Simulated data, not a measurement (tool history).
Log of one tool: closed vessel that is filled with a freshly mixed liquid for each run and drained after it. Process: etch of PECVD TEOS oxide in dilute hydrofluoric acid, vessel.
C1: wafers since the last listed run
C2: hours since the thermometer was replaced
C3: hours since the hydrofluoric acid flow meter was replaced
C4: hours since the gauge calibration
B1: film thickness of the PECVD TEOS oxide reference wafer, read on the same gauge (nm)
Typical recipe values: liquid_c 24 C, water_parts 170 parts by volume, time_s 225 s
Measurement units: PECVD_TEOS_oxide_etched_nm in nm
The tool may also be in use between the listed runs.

run 1 hour=0 | liquid_c=24 water_parts=170 time_s=225 | C1=0 C2=25.2 C3=483.3 C4=395.7 | B1=100 | PECVD_TEOS_oxide_etched_nm=37.26
run 2 hour=43 | liquid_c=24 water_parts=170 time_s=225 | C1=5341 C2=68.2 C3=526.3 C4=438.7 | B1=99.96 | PECVD_TEOS_oxide_etched_nm=37.39
run 3 hour=143.2 | liquid_c=24 water_parts=170 time_s=225 | C1=12446 C2=168.4 C3=626.5 C4=538.9 | B1=100 | PECVD_TEOS_oxide_etched_nm=37.96
run 4 hour=238 | liquid_c=24 water_parts=170 time_s=225 | C1=11776 C2=263.2 C3=721.3 C4=633.7 | B1=100.01 | PECVD_TEOS_oxide_etched_nm=37.91
run 5 hour=304.1 | liquid_c=24 water_parts=170 time_s=225 | C1=8210 C2=329.3 C3=787.4 C4=699.8 | B1=100.02 | PECVD_TEOS_oxide_etched_nm=38.55
-- hour=319.3 hydrofluoric acid flow meter replaced
run 6 hour=384.5 | liquid_c=24 water_parts=170 time_s=225 | C1=9863 C2=409.7 C3=65.2 C4=780.2 | B1=100.06 | PECVD_TEOS_oxide_etched_nm=38.45
run 7 hour=465.5 | liquid_c=24 water_parts=170 time_s=225 | C1=10061 C2=490.7 C3=146.2 C4=861.2 | B1=100 | PECVD_TEOS_oxide_etched_nm=38.64
-- hour=637.9 gauge calibrated
run 8 hour=695.6 | liquid_c=22.5 water_parts=170 time_s=225 | C1=28583 C2=720.8 C3=376.3 C4=57.7 | B1=99.99 | PECVD_TEOS_oxide_etched_nm=36.6
run 9 hour=779.9 | liquid_c=21.5 water_parts=170 time_s=295 | C1=10471 C2=805.1 C3=460.6 C4=142 | B1=100.02 | PECVD_TEOS_oxide_etched_nm=47.38
-- hour=876.9 thermometer replaced
run 10 hour=933.4 | liquid_c=29 water_parts=170 time_s=270 | C1=18943 C2=56.5 C3=614.1 C4=295.5 | B1=99.98 | PECVD_TEOS_oxide_etched_nm=53.64
-- hour=1073.8 hydrofluoric acid flow meter replaced
run 11 hour=1148.4 | liquid_c=24 water_parts=170 time_s=225 | C1=26583 C2=271.5 C3=74.6 C4=510.5 | B1=100 | PECVD_TEOS_oxide_etched_nm=37.38
run 12 hour=1203 | liquid_c=24 water_parts=170 time_s=225 | C1=6782 C2=326.1 C3=129.2 C4=565.1 | B1=100.04 | PECVD_TEOS_oxide_etched_nm=38.11
run 13 hour=1262.5 | liquid_c=24 water_parts=240 time_s=105 | C1=7391 C2=385.6 C3=188.7 C4=624.6 | B1=100.01 | PECVD_TEOS_oxide_etched_nm=11.62
run 14 hour=1356.5 | liquid_c=29 water_parts=145 time_s=225 | C1=11676 C2=479.6 C3=282.7 C4=718.6 | B1=100.01 | PECVD_TEOS_oxide_etched_nm=55.61

What if the next run were any one of these 4? Each begins from the tool's condition after run 14:
run A hour=1357.2 | liquid_c=24 water_parts=170 time_s=225 | C1=86 C2=480.3 C3=283.4 C4=719.3 | B1=? | PECVD_TEOS_oxide_etched_nm=?
run B hour=1357.2 | liquid_c=24 water_parts=190 time_s=155 | C1=86 C2=480.3 C3=283.4 C4=719.3 | B1=? | PECVD_TEOS_oxide_etched_nm=?
run C hour=1357.2 | liquid_c=19.5 water_parts=170 time_s=225 | C1=86 C2=480.3 C3=283.4 C4=719.3 | B1=? | PECVD_TEOS_oxide_etched_nm=?
run D hour=1357.2 | liquid_c=26 water_parts=225 time_s=150 | C1=86 C2=480.3 C3=283.4 C4=719.3 | B1=? | PECVD_TEOS_oxide_etched_nm=?

run=A B1=100 PECVD_TEOS_oxide_etched_nm=38.26
run=B B1=100 PECVD_TEOS_oxide_etched_nm=23.06
run=C B1=100 PECVD_TEOS_oxide_etched_nm=32.21
run=D B1=100 PECVD_TEOS_oxide_etched_nm=19.48
Stripped of hidden state, with their random variation kept, the same runs would have yielded:
run=A PECVD_TEOS_oxide_etched_nm=36.99
run=B PECVD_TEOS_oxide_etched_nm=22.3
run=C PECVD_TEOS_oxide_etched_nm=31.09
run=D PECVD_TEOS_oxide_etched_nm=18.87
